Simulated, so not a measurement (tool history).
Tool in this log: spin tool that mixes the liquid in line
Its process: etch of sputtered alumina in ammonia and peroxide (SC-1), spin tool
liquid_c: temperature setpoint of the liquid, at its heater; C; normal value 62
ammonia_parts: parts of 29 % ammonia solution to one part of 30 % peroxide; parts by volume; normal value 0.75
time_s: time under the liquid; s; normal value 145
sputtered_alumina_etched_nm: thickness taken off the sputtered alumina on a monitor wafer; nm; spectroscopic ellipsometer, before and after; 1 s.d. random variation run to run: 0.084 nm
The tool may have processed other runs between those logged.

run	hour	liquid_c	ammonia_parts	time_s	read-back film thickness of the sputtered alumina reference wafer, read on the same gauge (nm)	sputtered_alumina_etched_nm
1	0	58.5	0.75	145	39.99	11.96
2	52.5	58.5	0.75	145	40	11.97
3	114.5	60	0.85	145	40	13.11
4	159.3	60	0.85	145	40.02	12.99
5	190	60	0.85	145	40.02	13.06
6	221.8	62	1	175	39.99	17.59
7	288.7	62	1	175	40	17.61
8	354.8	62	1	175	40.01	17.51
9	387.4	62	0.75	145	39.99	14.18
10	440.8	62	0.75	145	39.98	14.11
11	477.1	62	0.75	145	40	14.09
# hour 482.3: heated supply line repaired
12	532.4	62	0.75	145	39.99	16.46
# hour 568.6: gauge calibrated
13	583.4	62	0.9	145	40.03	16.71
# hour 595.5: ammonia flow meter replaced
# hour 616: thermometer replaced
14	642.7	65.5	0.95	65	40	8.95
15	673.3	62	0.75	145	40.01	16.26
16	710.6	66.5	0.95	190	39.97	27.29
17	749.8	62	0.95	205	40	23.64
# hour 804.3: new drum of ammonia solution connected
18	922.4	62	0.75	145	39.99	16.2

Forecast run 19:
19	959.2	54.5	0.55	60	?	?

{"run 19": {"read-back film thickness of the sputtered alumina reference wafer, read on the same gauge (nm)": 39.99, "sputtered_alumina_etched_nm": 4.41}}
With the hidden condition absent and the run-to-run variation left alone, this run would have shown sputtered_alumina_etched_nm 4.53 nm.
